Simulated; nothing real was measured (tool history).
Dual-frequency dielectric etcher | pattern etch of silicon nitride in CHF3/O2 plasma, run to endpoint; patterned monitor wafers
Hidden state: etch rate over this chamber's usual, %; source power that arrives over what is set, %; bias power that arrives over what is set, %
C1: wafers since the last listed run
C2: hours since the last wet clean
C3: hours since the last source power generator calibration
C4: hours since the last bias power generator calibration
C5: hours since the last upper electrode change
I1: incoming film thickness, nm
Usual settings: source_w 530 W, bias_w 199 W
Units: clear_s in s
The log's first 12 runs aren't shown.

{"hour": 327.8, "done": "upper electrode replaced"}
{"run": 13, "hour": 328.3, "source_w": 470, "bias_w": 199, "C1": 238, "C2": 536.1, "C3": 2100.5, "C4": 79.9, "C5": 0.5, "I1": 88.0, "clear_s": 59.6}
{"run": 14, "hour": 340.2, "source_w": 470, "bias_w": 199, "C1": 133, "C2": 548.0, "C3": 2112.4, "C4": 91.8, "C5": 12.4, "I1": 89.5, "clear_s": 61.3}
{"run": 15, "hour": 369.1, "source_w": 470, "bias_w": 199, "C1": 323, "C2": 576.9, "C3": 2141.3, "C4": 120.7, "C5": 41.3, "I1": 88.6, "clear_s": 61.0}
{"run": 16, "hour": 385.5, "source_w": 530, "bias_w": 239, "C1": 183, "C2": 593.3, "C3": 2157.7, "C4": 137.1, "C5": 57.7, "I1": 88.7, "clear_s": 55.3}
{"hour": 432.5, "done": "wet clean of the chamber"}
{"run": 17, "hour": 433.0, "source_w": 530, "bias_w": 186, "C1": 262, "C2": 0.5, "C3": 2205.2, "C4": 184.6, "C5": 105.2, "I1": 88.0, "clear_s": 60.1}
{"run": 18, "hour": 444.6, "source_w": 530, "bias_w": 199, "C1": 129, "C2": 12.1, "C3": 2216.8, "C4": 196.2, "C5": 116.8, "I1": 87.4, "clear_s": 58.6}
{"run": 19, "hour": 460.2, "source_w": 530, "bias_w": 186, "C1": 174, "C2": 27.7, "C3": 2232.4, "C4": 211.8, "C5": 132.4, "I1": 88.4, "clear_s": 60.6}
{"run": 20, "hour": 481.7, "source_w": 570, "bias_w": 240, "C1": 240, "C2": 49.2, "C3": 2253.9, "C4": 233.3, "C5": 153.9, "I1": 88.2, "clear_s": 54.3}
{"run": 21, "hour": 511.4, "source_w": 450, "bias_w": 215, "C1": 332, "C2": 78.9, "C3": 2283.6, "C4": 263.0, "C5": 183.6, "I1": 88.2, "clear_s": 59.1}
{"run": 22, "hour": 536.8, "source_w": 660, "bias_w": 221, "C1": 284, "C2": 104.3, "C3": 2309.0, "C4": 288.4, "C5": 209.0, "I1": 88.2, "clear_s": 54.6}
{"hour": 546.7, "done": "source power generator calibrated"}
{"run": 23, "hour": 554.6, "source_w": 530, "bias_w": 216, "C1": 154, "C2": 122.1, "C3": 7.9, "C4": 306.2, "C5": 226.8, "I1": 87.7, "clear_s": 57.4}
{"run": 24, "hour": 570.1, "source_w": 530, "bias_w": 186, "C1": 173, "C2": 137.6, "C3": 23.4, "C4": 321.7, "C5": 242.3, "I1": 88.1, "clear_s": 60.8}
{"run": 25, "hour": 596.6, "source_w": 530, "bias_w": 199, "C1": 296, "C2": 164.1, "C3": 49.9, "C4": 348.2, "C5": 268.8, "I1": 87.3, "clear_s": 58.2}
{"run": 26, "hour": 632.1, "source_w": 450, "bias_w": 241, "C1": 397, "C2": 199.6, "C3": 85.4, "C4": 383.7, "C5": 304.3, "I1": 87.6, "clear_s": 56.2}
{"run": 27, "hour": 658.6, "source_w": 460, "bias_w": 238, "C1": 296, "C2": 226.1, "C3": 111.9, "C4": 410.2, "C5": 330.8, "I1": 88.1, "clear_s": 56.9}
{"run": 28, "hour": 679.3, "source_w": 530, "bias_w": 199, "C1": 231, "C2": 246.8, "C3": 132.6, "C4": 430.9, "C5": 351.5, "I1": 87.9, "clear_s": 58.6}
{"run": 29, "hour": 697.2, "source_w": 530, "bias_w": 152, "C1": 200, "C2": 264.7, "C3": 150.5, "C4": 448.8, "C5": 369.4, "I1": 88.8, "clear_s": 66.0}
{"run": 30, "hour": 723.8, "source_w": 530, "bias_w": 199, "C1": 297, "C2": 291.3, "C3": 177.1, "C4": 475.4, "C5": 396.0, "I1": 88.6, "clear_s": 59.1}
{"run": 31, "hour": 744.6, "source_w": 490, "bias_w": 185, "C1": 232, "C2": 312.1, "C3": 197.9, "C4": 496.2, "C5": 416.8, "I1": 87.6, "clear_s": 61.0}
{"run": 32, "hour": 761.5, "source_w": 480, "bias_w": 199, "C1": 189, "C2": 329.0, "C3": 214.8, "C4": 513.1, "C5": 433.7, "I1": 88.7, "clear_s": 60.4}

3 ways to go on from here, each from the tool as it stands after run 32. What would each give?
{"run": "A", "hour": 761.9, "source_w": 630, "bias_w": 199, "C1": 4, "C2": 329.4, "C3": 215.2, "C4": 513.5, "C5": 434.1, "I1": 88.7, "clear_s": "?"}
{"run": "B", "hour": 761.9, "source_w": 630, "bias_w": 217, "C1": 4, "C2": 329.4, "C3": 215.2, "C4": 513.5, "C5": 434.1, "I1": 88.7, "clear_s": "?"}
{"run": "C", "hour": 761.9, "source_w": 640, "bias_w": 243, "C1": 4, "C2": 329.4, "C3": 215.2, "C4": 513.5, "C5": 434.1, "I1": 88.7, "clear_s": "?"}

run=A clear_s=57.5
run=B clear_s=55.7
run=C clear_s=53.3
Without the tool's hidden state the same runs would have given:
run=A clear_s=57.5
run=B clear_s=55.7
run=C clear_s=53.3

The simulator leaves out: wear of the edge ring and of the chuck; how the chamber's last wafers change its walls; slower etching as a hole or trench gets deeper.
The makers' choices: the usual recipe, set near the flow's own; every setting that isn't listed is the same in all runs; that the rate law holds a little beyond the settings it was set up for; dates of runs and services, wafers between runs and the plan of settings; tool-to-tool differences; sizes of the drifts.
